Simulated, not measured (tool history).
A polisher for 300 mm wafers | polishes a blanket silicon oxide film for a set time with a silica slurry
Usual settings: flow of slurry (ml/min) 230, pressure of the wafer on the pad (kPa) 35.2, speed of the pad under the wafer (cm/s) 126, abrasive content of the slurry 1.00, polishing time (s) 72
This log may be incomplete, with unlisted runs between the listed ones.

| run | hour | flow of slurry (ml/min) | pressure of the wafer on the pad (kPa) | speed of the pad under the wafer (cm/s) | abrasive content of the slurry | polishing time (s) | incoming thickness of the incoming film, nm | film removed (nm) |
|---|---|---|---|---|---|---|---|---|
| 1 | 0.0 | 230 | 35.2 | 154 | 1.00 | 72 | 1694.3 | 314.3 |
| 2 | 61.1 | 230 | 35.2 | 126 | 1.00 | 72 | 1693.7 | 264.1 |
| 3 | 100.6 | 230 | 35.2 | 126 | 1.00 | 72 | 1664.3 | 274.8 |
| 4 | 139.0 | 230 | 35.2 | 126 | 1.00 | 72 | 1678.9 | 272.5 |
|  | 206.6 | worn pad replaced by a new one |
| 5 | 219.8 | 230 | 35.2 | 126 | 1.00 | 72 | 1709.7 | 266.5 |
| 6 | 244.7 | 230 | 35.2 | 126 | 1.00 | 72 | 1707.0 | 270.1 |
|  | 256.4 | conditioning disc replaced and pad reconditioned |
|  | 276.5 | slurry blender recalibrated |
| 7 | 301.1 | 230 | 35.2 | 126 | 1.00 | 72 | 1705.2 | 277.1 |
| 8 | 352.1 | 230 | 35.2 | 126 | 1.00 | 72 | 1691.4 | 270.9 |
| 9 | 418.5 | 295 | 32.4 | 126 | 1.00 | 72 | 1693.4 | 259.1 |
|  | 441.5 | worn pad replaced by a new one |
| 10 | 456.1 | 295 | 32.4 | 126 | 1.00 | 72 | 1686.2 | 258.7 |
|  | 480.8 | head pressure recalibrated |
| 11 | 519.4 | 295 | 32.4 | 126 | 1.00 | 72 | 1673.9 | 270.3 |
|  | 522.7 | slurry nozzle cleaned |
| 12 | 546.4 | 230 | 35.2 | 126 | 1.15 | 72 | 1706.0 | 307.9 |
|  | 557.3 | slurry blender recalibrated |
| 13 | 599.6 | 230 | 40.0 | 114 | 0.90 | 63 | 1708.1 | 256.6 |
|  | 603.8 | conditioning disc replaced and pad reconditioned |
| 14 | 653.5 | 200 | 45.5 | 164 | 1.00 | 72 | 1680.0 | 437.3 |
|  | 681.3 | head pressure recalibrated, repeated, since the last time left the tool worse |
| 15 | 688.5 | 300 | 35.2 | 126 | 0.75 | 81 | 1690.9 | 258.2 |
|  | 723.2 | worn pad replaced by a new one |
| 16 | 742.0 | 230 | 40.7 | 126 | 1.00 | 72 | 1687.8 | 306.2 |
| 17 | 773.7 | 230 | 35.2 | 126 | 1.00 | 72 | 1697.1 | 257.3 |
|  | 802.4 | slurry blender recalibrated |
| 18 | 842.1 | 290 | 35.2 | 126 | 1.00 | 72 | 1689.5 | 268.4 |
| 19 | 883.1 | 200 | 35.2 | 126 | 1.00 | 72 | 1660.2 | 256.7 |
|  | 953.6 | conditioning disc replaced and pad reconditioned |
| 20 | 954.1 | 300 | 40.7 | 126 | 0.75 | 47 | 1694.2 | 173.7 |
|  | 961.9 | worn pad replaced by a new one |
| 21 | 1017.6 | 200 | 46.2 | 126 | 0.75 | 72 | 1691.2 | 288.5 |
|  | 1076.7 | slurry blender recalibrated |
| 22 | 1077.2 | 230 | 35.2 | 126 | 1.00 | 72 | 1709.7 | 263.9 |
| 23 | 1105.4 | 230 | 35.2 | 126 | 1.00 | 72 | 1684.6 | 264.9 |

Forecast run 24:
| 24 | 1149.6 | 230 | 35.2 | 126 | 1.00 | 72 | 1655.9 | ? |

{"run 24": {"film removed (nm)": 264.4}}
Had the tool carried no hidden state, the very same run would have given film removed (nm) 262.3.
